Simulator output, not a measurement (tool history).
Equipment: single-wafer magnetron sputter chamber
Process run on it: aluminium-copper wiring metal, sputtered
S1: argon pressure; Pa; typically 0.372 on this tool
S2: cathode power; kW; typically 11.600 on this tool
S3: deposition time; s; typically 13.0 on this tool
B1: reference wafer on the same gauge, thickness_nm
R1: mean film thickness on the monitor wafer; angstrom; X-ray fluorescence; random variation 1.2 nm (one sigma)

{"run": 1, "hour": 0.0, "S1": 0.372, "S2": 11.6, "S3": 12.2, "B1": 290.118, "R1": 2579.82}
{"run": 2, "hour": 27.3, "S1": 0.372, "S2": 11.6, "S3": 12.2, "B1": 290.103, "R1": 2574.77}
{"hour": 72.1, "done": "sputter target and shields replaced"}
{"run": 3, "hour": 72.6, "S1": 0.372, "S2": 12.55, "S3": 13.0, "B1": 289.811, "R1": 2973.74}
{"run": 4, "hour": 226.7, "S1": 0.372, "S2": 12.55, "S3": 13.0, "B1": 290.064, "R1": 2952.74}
{"run": 5, "hour": 278.6, "S1": 0.372, "S2": 11.6, "S3": 13.0, "B1": 289.845, "R1": 2711.69}
{"run": 6, "hour": 313.6, "S1": 0.372, "S2": 11.6, "S3": 13.0, "B1": 289.955, "R1": 2745.14}
{"hour": 338.4, "done": "sputter target and shields replaced"}
{"run": 7, "hour": 368.4, "S1": 0.372, "S2": 11.6, "S3": 13.0, "B1": 290.1, "R1": 2713.94}
{"hour": 379.6, "done": "gauge calibrated"}
{"run": 8, "hour": 430.1, "S1": 0.372, "S2": 11.6, "S3": 14.4, "B1": 289.99, "R1": 3034.99}
{"run": 9, "hour": 485.8, "S1": 0.372, "S2": 13.3, "S3": 13.0, "B1": 289.775, "R1": 3117.28}
{"hour": 513.0, "done": "magnet pack replaced"}
{"run": 10, "hour": 538.3, "S1": 0.372, "S2": 11.6, "S3": 11.7, "B1": 289.762, "R1": 2458.03}
{"hour": 595.1, "done": "sputter target and shields replaced"}
{"run": 11, "hour": 603.8, "S1": 0.372, "S2": 12.45, "S3": 13.0, "B1": 290.053, "R1": 2928.07}
{"hour": 666.4, "done": "capacitance manometer re-zeroed and calibrated"}
{"run": 12, "hour": 772.9, "S1": 0.372, "S2": 10.05, "S3": 11.5, "B1": 289.923, "R1": 2165.79}
{"run": 13, "hour": 808.2, "S1": 0.372, "S2": 11.6, "S3": 13.0, "B1": 289.967, "R1": 2802.46}
{"hour": 817.2, "done": "sputter target and shields replaced"}
{"run": 14, "hour": 841.9, "S1": 0.477, "S2": 13.1, "S3": 14.1, "B1": 289.74, "R1": 3195.61}
{"run": 15, "hour": 894.2, "S1": 0.372, "S2": 12.55, "S3": 13.0, "B1": 290.08, "R1": 3032.04}

Table of differences, measured result less the result of that run with no hidden state. Run-to-run variation is the same in both. Gauge scatter possibly is not:
Unlogged tool condition in this case: deposition rate above that of a new target (%); true argon pressure above the setpoint (%); gauge reads high (%).
run=1 R1=-86.49
run=2 R1=-88.12
run=3 R1=-104.89
run=4 R1=-112.17
run=5 R1=-104.86
run=6 R1=-107.27
run=7 R1=-107.58
run=8 R1=-121.93
run=9 R1=-126.52
run=10 R1=-100.59
run=11 R1=-120.86
run=12 R1=-12.79
run=13 R1=-24.25
run=14 R1=-46.64
run=15 R1=-43.43
